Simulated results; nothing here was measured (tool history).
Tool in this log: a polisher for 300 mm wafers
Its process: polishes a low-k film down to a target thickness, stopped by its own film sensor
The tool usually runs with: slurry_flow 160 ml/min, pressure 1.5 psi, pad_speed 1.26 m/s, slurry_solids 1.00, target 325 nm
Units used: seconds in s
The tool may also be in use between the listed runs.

run	hour	slurry_flow	pressure	pad_speed	slurry_solids	target	incoming thickness of the incoming film, nm	seconds
1	0.0	160	1.5	1.26	1.00	325	348.8	77.1
2	15.9	160	1.5	1.26	1.00	325	349.8	79.2
3	22.0	160	1.5	1.26	1.00	325	349.0	79.9
# hour 32.9: worn pad replaced by a new one
4	34.9	160	1.5	1.26	1.00	325	350.2	82.1
5	50.7	160	1.5	1.26	1.00	325	352.7	90.8
6	60.0	160	1.5	1.26	1.00	325	351.8	86.9
7	77.9	160	1.5	1.26	1.00	325	350.7	84.4
8	84.6	160	1.5	1.26	0.95	325	349.9	84.8
9	93.0	130	1.5	1.26	1.00	325	351.7	89.8
10	107.3	160	1.9	1.26	1.25	325	351.6	61.3
11	118.7	160	1.5	1.26	1.00	325	350.3	83.8
12	127.5	175	1.5	1.48	1.00	325	345.9	58.7
13	141.8	180	1.5	1.26	1.00	325	345.7	65.9
14	157.5	130	1.5	1.26	0.80	320	352.7	124.1
# hour 159.8: slurry blender recalibrated
15	167.0	175	1.5	1.48	1.00	325	353.1	77.4
# hour 176.6: slurry nozzle cleaned
# hour 183.9: worn pad replaced by a new one
16	213.0	160	1.5	1.26	1.00	319	353.6	114.8
# hour 221.8: head pressure recalibrated
17	222.3	195	1.8	1.26	0.85	325	355.3	85.7
# hour 227.9: conditioning disc replaced and pad reconditioned
18	228.4	160	1.7	1.26	1.00	325	348.7	67.7
19	241.6	160	1.8	1.26	1.00	327	354.8	76.0
20	255.9	160	1.5	1.26	1.00	325	345.1	66.3
21	271.9	160	1.6	1.02	1.00	330	351.5	77.7
22	289.7	160	1.5	1.26	1.00	325	352.4	89.6
23	306.9	160	1.9	1.26	1.00	325	356.5	79.7
24	314.9	205	1.7	1.26	0.90	325	352.2	81.8
# hour 327.4: worn pad replaced by a new one
25	327.9	160	1.5	1.26	1.00	325	347.7	73.9
26	339.7	160	1.7	1.26	1.00	325	351.6	77.7

Run-by-run hidden state of the tool:
removal rate lost through wear of the pad, %: 0 across all the runs
slurry flow missing at the pad, %: 0 across all the runs
deviation of the head's pressure from its setpoint, %: 0 across all the runs
abrasive missing from the slurry, %: 0 across all the runs
time polished since the conditioner stopped cutting, s: 0 across all the runs
